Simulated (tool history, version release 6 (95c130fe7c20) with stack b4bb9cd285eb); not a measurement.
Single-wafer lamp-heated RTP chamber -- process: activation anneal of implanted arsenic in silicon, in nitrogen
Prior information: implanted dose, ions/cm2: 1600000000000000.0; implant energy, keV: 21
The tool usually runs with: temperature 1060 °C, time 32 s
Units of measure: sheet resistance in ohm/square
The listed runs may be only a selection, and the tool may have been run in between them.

| run | hour | temperature | time | wafers since the last listed run | wafers since the last pyrometer calibration | wafers since the reflector plate was cleaned | hours since the gauge calibration | read-back reference wafer on the same gauge, sheet resistance | sheet resistance |
|---|---|---|---|---|---|---|---|---|---|
| 1 | 0 | 1060 | 32 | 0 | 3567 | 649 | 444.1 | 69.76 | 77.31 |
| 2 | 51.5 | 1060 | 32 | 447 | 4015 | 1096 | 495.6 | 69.58 | 77.08 |
| 3 | 78.2 | 1060 | 32 | 232 | 4247 | 1329 | 522.3 | 69.59 | 76.74 |
| 4 | 147.7 | 1060 | 32 | 604 | 4852 | 1933 | 591.8 | 69.35 | 77.1 |
| 5 | 178.2 | 1060 | 32 | 265 | 5117 | 2198 | 622.3 | 69.23 | 76.51 |
| 6 | 244.4 | 1060 | 32 | 575 | 5693 | 2774 | 688.5 | 69.02 | 76.94 |
| 7 | 290.2 | 1060 | 32 | 398 | 6091 | 3173 | 734.3 | 68.94 | 76.92 |
| 8 | 337.1 | 1060 | 32 | 407 | 6499 | 3580 | 781.2 | 68.79 | 76.49 |
| 9 | 371.3 | 1060 | 32 | 297 | 6796 | 3878 | 815.4 | 68.65 | 76.33 |
| 10 | 403.2 | 1060 | 32 | 277 | 7074 | 4155 | 847.3 | 68.61 | 76.12 |
| 11 | 452.6 | 1060 | 32 | 429 | 7503 | 4585 | 896.7 | 68.48 | 75.75 |
| 12 | 483 | 1060 | 32 | 264 | 7768 | 4849 | 927.1 | 68.4 | 75.95 |
| 13 | 519.5 | 1060 | 24 | 317 | 8085 | 5167 | 963.6 | 68.28 | 79.06 |
|  | 558.1 | gauge calibrated |
| 14 | 569.1 | 1060 | 24 | 431 | 8517 | 5598 | 11 | 70.62 | 81.63 |
| 15 | 604.6 | 1066 | 26 | 308 | 8825 | 5907 | 46.5 | 70.52 | 78.51 |
|  | 638.3 | pyrometer window cleaned and pyrometer calibrated |
| 16 | 704.8 | 1031 | 32 | 801 | 578 | 6709 | 146.7 | 70.24 | 86.35 |
|  | 752.6 | reflector plate cleaned |
| 17 | 753.1 | 1060 | 24 | 350 | 929 | 4 | 195 | 70.15 | 81.2 |
| 18 | 771.3 | 1072 | 20 | 158 | 1087 | 162 | 213.2 | 70.04 | 79.76 |
| 19 | 822.7 | 1085 | 21 | 447 | 1534 | 610 | 264.6 | 69.91 | 75.57 |
| 20 | 875.5 | 1083 | 51 | 459 | 1993 | 1069 | 317.4 | 69.78 | 68.09 |
| 21 | 912.2 | 1038 | 40 | 319 | 2312 | 1388 | 354.1 | 69.71 | 80.66 |
| 22 | 975.5 | 1060 | 32 | 550 | 2863 | 1938 | 417.4 | 69.48 | 76.86 |
| 23 | 1020.5 | 1084 | 51 | 391 | 3254 | 2330 | 462.4 | 69.35 | 67.45 |
| 24 | 1090.1 | 1060 | 32 | 605 | 3860 | 2935 | 532 | 69.13 | 76.82 |
| 25 | 1145.3 | 1071 | 46 | 480 | 4340 | 3415 | 587.2 | 68.96 | 70.1 |
| 26 | 1181 | 1036 | 45 | 310 | 4650 | 3726 | 622.9 | 68.93 | 79.5 |
| 27 | 1245.2 | 1042 | 27 | 558 | 5209 | 4284 | 687.1 | 68.7 | 83.62 |
| 28 | 1273 | 1040 | 19 | 241 | 5450 | 4526 | 714.9 | 68.67 | 88.29 |
| 29 | 1335.3 | 1041 | 16 | 541 | 5992 | 5068 | 777.2 | 68.49 | 89.92 |
| 30 | 1383.7 | 1038 | 32 | 420 | 6413 | 5489 | 825.6 | 68.35 | 82 |

The logged runs with the hidden state left out (each run's random variation unchanged):
Hidden state at play: true wafer temperature minus pyrometer reading, K; wafer temperature error from the tarnished reflector plate, K; gauge reads high (%).
| run | sheet resistance |
|---|---|
| 1 | 78.8 |
| 2 | 78.73 |
| 3 | 78.47 |
| 4 | 79.06 |
| 5 | 78.56 |
| 6 | 79.21 |
| 7 | 79.34 |
| 8 | 79.05 |
| 9 | 79 |
| 10 | 78.89 |
| 11 | 78.67 |
| 12 | 78.97 |
| 13 | 82.34 |
| 14 | 82.15 |
| 15 | 79.12 |
| 16 | 87.37 |
| 17 | 82.32 |
| 18 | 80.92 |
| 19 | 76.84 |
| 20 | 69.37 |
| 21 | 82.31 |
| 22 | 78.64 |
| 23 | 69.13 |
| 24 | 78.97 |
| 25 | 72.22 |
| 26 | 82.03 |
| 27 | 86.5 |
| 28 | 91.44 |
| 29 | 93.37 |
| 30 | 85.32 |
